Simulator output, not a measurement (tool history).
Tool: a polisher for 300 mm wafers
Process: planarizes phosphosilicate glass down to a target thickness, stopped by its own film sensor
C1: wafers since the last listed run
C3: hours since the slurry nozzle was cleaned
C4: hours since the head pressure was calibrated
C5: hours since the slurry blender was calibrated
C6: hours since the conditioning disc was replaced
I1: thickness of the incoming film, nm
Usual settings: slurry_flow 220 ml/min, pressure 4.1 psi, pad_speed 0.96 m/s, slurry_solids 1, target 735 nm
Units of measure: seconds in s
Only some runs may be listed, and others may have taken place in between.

Run 1, hour 0: usual settings; C1 0; wafers polished on this pad 1349; C3 278; C4 368.7; C5 197.1; C6 142.3; I1 1438.5. Result: seconds 83.9 s.
Run 2, hour 48.4: usual settings; C1 352; wafers polished on this pad 1702; C3 326.4; C4 417.1; C5 245.5; C6 190.7; I1 1451.4. Result: seconds 86.8 s.
Run 3, hour 145.8: usual settings; C1 708; wafers polished on this pad 2411; C3 423.8; C4 514.5; C5 342.9; C6 288.1; I1 1466.1. Result: seconds 89.4 s.
Run 4, hour 182.1: usual settings; C1 264; wafers polished on this pad 2675; C3 460.1; C4 550.8; C5 379.2; C6 324.4; I1 1438.8. Result: seconds 86.8 s.
At hour 213.5: slurry blender recalibrated, repeated, since the last time left the tool worse.
At hour 217.9: head pressure recalibrated.
Run 5, hour 268.9: usual settings; C1 602; wafers polished on this pad 3278; C3 546.9; C4 51; C5 55.4; C6 411.2; I1 1438.8. Result: seconds 73.5 s.
At hour 319: worn pad replaced by a new one.
At hour 326.5: slurry nozzle cleaned.
Run 6, hour 342.7: usual settings; C1 500; wafers polished on this pad 165; C3 16.2; C4 124.8; C5 129.2; C6 485; I1 1443.5. Result: seconds 74.2 s.
Run 7, hour 387.5: usual settings but slurry_flow 240 ml/min, target 840 nm; C1 326; wafers polished on this pad 491; C3 61; C4 169.6; C5 174; C6 529.8; I1 1444.8. Result: seconds 62.9 s.
At hour 470.7: conditioning disc replaced and pad reconditioned.
Run 8, hour 495.2: usual settings but pressure 3.7 psi, slurry_solids 1.25, target 564 nm; C1 769; wafers polished on this pad 1260; C3 168.7; C4 277.3; C5 281.7; C6 24.5; I1 1452.2. Result: seconds 93.6 s.
Run 9, hour 592.9: usual settings; C1 711; wafers polished on this pad 1972; C3 266.4; C4 375; C5 379.4; C6 122.2; I1 1464. Result: seconds 79.2 s.
Run 10, hour 657.6: usual settings but slurry_flow 240 ml/min, target 840 nm; C1 470; wafers polished on this pad 2443; C3 331.1; C4 439.7; C5 444.1; C6 186.9; I1 1467.5. Result: seconds 67 s.
Run 11, hour 761.2: usual settings; C1 754; wafers polished on this pad 3197; C3 434.7; C4 543.3; C5 547.7; C6 290.5; I1 1452.4. Result: seconds 78.6 s.
At hour 779.1: head pressure recalibrated.
At hour 806.7: slurry blender recalibrated.
Run 12, hour 861.9: usual settings but slurry_flow 155 ml/min, pressure 3.3 psi; C1 703; wafers polished on this pad 3900; C3 535.4; C4 82.8; C5 55.2; C6 391.2; I1 1479. Result: seconds 94.9 s.
Run 13, hour 910.5: usual settings but pressure 3 psi, pad_speed 1.08 m/s, slurry_solids 0.8; C1 353; wafers polished on this pad 4254; C3 584; C4 131.4; C5 103.8; C6 439.8; I1 1440.5. Result: seconds 93.7 s.
At hour 925.8: worn pad replaced by a new one.
Run 14, hour 982.4: usual settings but slurry_flow 185 ml/min, slurry_solids 0.9, target 528 nm; C1 494; wafers polished on this pad 412; C3 655.9; C4 203.3; C5 175.7; C6 511.7; I1 1427.5. Result: seconds 100.9 s.
At hour 1032.3: slurry nozzle cleaned.
At hour 1052.7: conditioning disc replaced and pad reconditioned.
Run 15, hour 1069.2: usual settings but target 909 nm; C1 609; wafers polished on this pad 1022; C3 36.9; C4 290.1; C5 262.5; C6 16.5; I1 1434.8. Result: seconds 56.6 s.
Run 16, hour 1336.1: usual settings but pad_speed 1.12 m/s, target 844 nm; C1 1942; wafers polished on this pad 2964; C3 303.8; C4 557; C5 529.4; C6 283.4; I1 1440.5. Result: seconds 59.8 s.
At hour 1375.2: slurry blender recalibrated.
Run 17, hour 1376.7: usual settings but slurry_flow 185 ml/min; C1 280; wafers polished on this pad 3245; C3 344.4; C4 597.6; C5 1.5; C6 324; I1 1457.4. Result: seconds 76.1 s.
At hour 1379.5: head pressure recalibrated.
Run 18, hour 1424.7: usual settings; C1 334; wafers polished on this pad 3580; C3 392.4; C4 45.2; C5 49.5; C6 372; I1 1456.8. Result: seconds 75.5 s.
At hour 1497.4: worn pad replaced by a new one.
Run 19, hour 1510.3: usual settings; C1 593; wafers polished on this pad 94; C3 478; C4 130.8; C5 135.1; C6 457.6; I1 1437.8. Result: seconds 73.9 s.
Run 20, hour 1571: usual settings but slurry_flow 170 ml/min, pressure 3.1 psi; C1 441; wafers polished on this pad 536; C3 538.7; C4 191.5; C5 195.8; C6 518.3; I1 1468.4. Result: seconds 95.5 s.
At hour 1593.8: conditioning disc replaced and pad reconditioned.
Run 21, hour 1613.2: usual settings but target 929 nm; C1 292; wafers polished on this pad 828; C3 580.9; C4 233.7; C5 238; C6 19.4; I1 1449.3. Result: seconds 55.4 s.
Run 22, hour 1711.4: usual settings; C1 714; wafers polished on this pad 1543; C3 679.1; C4 331.9; C5 336.2; C6 117.6; I1 1459.2. Result: seconds 77.4 s.
At hour 1744.8: slurry nozzle cleaned.
Run 23, hour 1770.9: usual settings; C1 425; wafers polished on this pad 1969; C3 26.1; C4 391.4; C5 395.7; C6 177.1; I1 1437.1. Result: seconds 75.7 s.
Run 24, hour 1860.3: usual settings but slurry_flow 150 ml/min, slurry_solids 0.9; C1 650; wafers polished on this pad 2619; C3 115.5; C4 480.8; C5 485.1; C6 266.5; I1 1440.4. Result: seconds 83.2 s.
At hour 1878.9: head pressure recalibrated.
Run 25, hour 1940.3: usual settings but target 875 nm; C1 567; wafers polished on this pad 3187; C3 195.5; C4 61.4; C5 565.1; C6 346.5; I1 1441.4. Result: seconds 63.2 s.

Hidden state or all else? Some run-to-run changes of seconds, split into what the settings, what came in and random variation would give without the hidden state, and what is left for the hidden state (with any gauge scatter that isn't in both results):
Hidden state present: removal rate lost through wear of the pad, %; slurry flow missing at the pad, %; deviation of the head's pressure from its setpoint, %; abrasive missing from the slurry, %; time polished since the conditioner stopped cutting, s.
Run 4 -> 5: slurry blender recalibrated, repeated, since the last time left the tool worse, head pressure recalibrated. seconds -13.3 s: hidden state -12.8, all else -0.5.
Run 11 -> 12: slurry_flow 220 -> 155, pressure 4.1 -> 3.3, head pressure recalibrated, slurry blender recalibrated. seconds +16.3 s: hidden state -4.3, all else +20.6.
Run 14 -> 15: slurry_flow 185 -> 220, slurry_solids 0.9 -> 1, target 528 -> 909, slurry nozzle cleaned, conditioning disc replaced and pad reconditioned. seconds -44.3 s: hidden state +0, all else -44.3.
Run 20 -> 21: slurry_flow 170 -> 220, pressure 3.1 -> 4.1, target 735 -> 929, conditioning disc replaced and pad reconditioned. seconds -40.1 s: hidden state -0.2, all else -39.9.
